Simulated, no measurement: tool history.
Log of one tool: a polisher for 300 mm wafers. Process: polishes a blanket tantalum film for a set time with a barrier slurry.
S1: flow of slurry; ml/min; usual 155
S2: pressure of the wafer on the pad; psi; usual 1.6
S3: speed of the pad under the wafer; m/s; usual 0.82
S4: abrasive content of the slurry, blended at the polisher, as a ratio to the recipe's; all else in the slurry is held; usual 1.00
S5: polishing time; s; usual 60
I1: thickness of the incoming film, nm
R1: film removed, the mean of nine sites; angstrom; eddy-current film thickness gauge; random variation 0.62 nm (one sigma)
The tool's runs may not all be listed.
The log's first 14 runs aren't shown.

{"hour": 606.5, "done": "slurry nozzle cleaned"}
{"hour": 610.9, "done": "worn pad replaced by a new one"}
{"run": 15, "hour": 616.9, "S1": 155, "S2": 1.6, "S3": 0.82, "S4": 0.8, "S5": 45, "I1": 322.7, "R1": 554}
{"hour": 636.8, "done": "slurry blender recalibrated"}
{"run": 16, "hour": 674.0, "S1": 185, "S2": 1.6, "S3": 1.04, "S4": 1.15, "S5": 44, "I1": 325.9, "R1": 769}
{"run": 17, "hour": 702.2, "S1": 135, "S2": 1.6, "S3": 0.92, "S4": 1.0, "S5": 77, "I1": 320.5, "R1": 1106}
{"run": 18, "hour": 740.2, "S1": 155, "S2": 1.0, "S3": 0.82, "S4": 1.0, "S5": 60, "I1": 325.7, "R1": 482}
{"run": 19, "hour": 795.6, "S1": 155, "S2": 1.2, "S3": 0.82, "S4": 1.0, "S5": 60, "I1": 322.0, "R1": 589}
{"run": 20, "hour": 835.9, "S1": 195, "S2": 1.6, "S3": 0.82, "S4": 1.0, "S5": 60, "I1": 322.1, "R1": 803}
{"run": 21, "hour": 889.9, "S1": 115, "S2": 1.1, "S3": 0.82, "S4": 0.85, "S5": 60, "I1": 315.3, "R1": 497}
{"hour": 927.5, "done": "slurry blender recalibrated"}
{"run": 22, "hour": 955.7, "S1": 200, "S2": 1.6, "S3": 0.82, "S4": 1.0, "S5": 67, "I1": 319.4, "R1": 886}
{"run": 23, "hour": 983.1, "S1": 155, "S2": 1.6, "S3": 0.82, "S4": 1.15, "S5": 60, "I1": 321.8, "R1": 804}
{"hour": 1001.4, "done": "worn pad replaced by a new one"}
{"run": 24, "hour": 1020.6, "S1": 155, "S2": 1.6, "S3": 0.82, "S4": 1.0, "S5": 60, "I1": 320.0, "R1": 786}
{"run": 25, "hour": 1064.3, "S1": 155, "S2": 1.2, "S3": 1.0, "S4": 0.9, "S5": 74, "I1": 317.6, "R1": 851}
{"hour": 1103.8, "done": "slurry nozzle cleaned"}
{"run": 26, "hour": 1114.1, "S1": 155, "S2": 1.3, "S3": 1.06, "S4": 1.0, "S5": 60, "I1": 319.6, "R1": 825}
{"run": 27, "hour": 1143.7, "S1": 120, "S2": 1.6, "S3": 0.82, "S4": 1.0, "S5": 60, "I1": 321.2, "R1": 743}
{"run": 28, "hour": 1173.9, "S1": 155, "S2": 1.6, "S3": 0.82, "S4": 1.0, "S5": 60, "I1": 317.7, "R1": 783}
{"run": 29, "hour": 1210.9, "S1": 155, "S2": 1.3, "S3": 0.82, "S4": 0.8, "S5": 49, "I1": 316.3, "R1": 488}
{"run": 30, "hour": 1244.7, "S1": 155, "S2": 1.1, "S3": 0.82, "S4": 1.0, "S5": 60, "I1": 320.3, "R1": 542}

Forecast each of these 4 alternatives for the next run:
{"run": "A", "hour": 1245.1, "S1": 155, "S2": 1.6, "S3": 0.82, "S4": 1.0, "S5": 60, "I1": 322.5, "R1": "?"}
{"run": "B", "hour": 1245.1, "S1": 155, "S2": 1.1, "S3": 0.82, "S4": 0.9, "S5": 78, "I1": 322.5, "R1": "?"}
{"run": "C", "hour": 1245.1, "S1": 155, "S2": 1.4, "S3": 0.82, "S4": 1.0, "S5": 60, "I1": 322.5, "R1": "?"}
{"run": "D", "hour": 1245.1, "S1": 155, "S2": 1.6, "S3": 0.82, "S4": 1.2, "S5": 60, "I1": 322.5, "R1": "?"}

run=A R1=782
run=B R1=681
run=C R1=684
run=D R1=816
Without the tool's hidden state the same runs would have given:
run=A R1=782
run=B R1=681
run=C R1=684
run=D R1=816
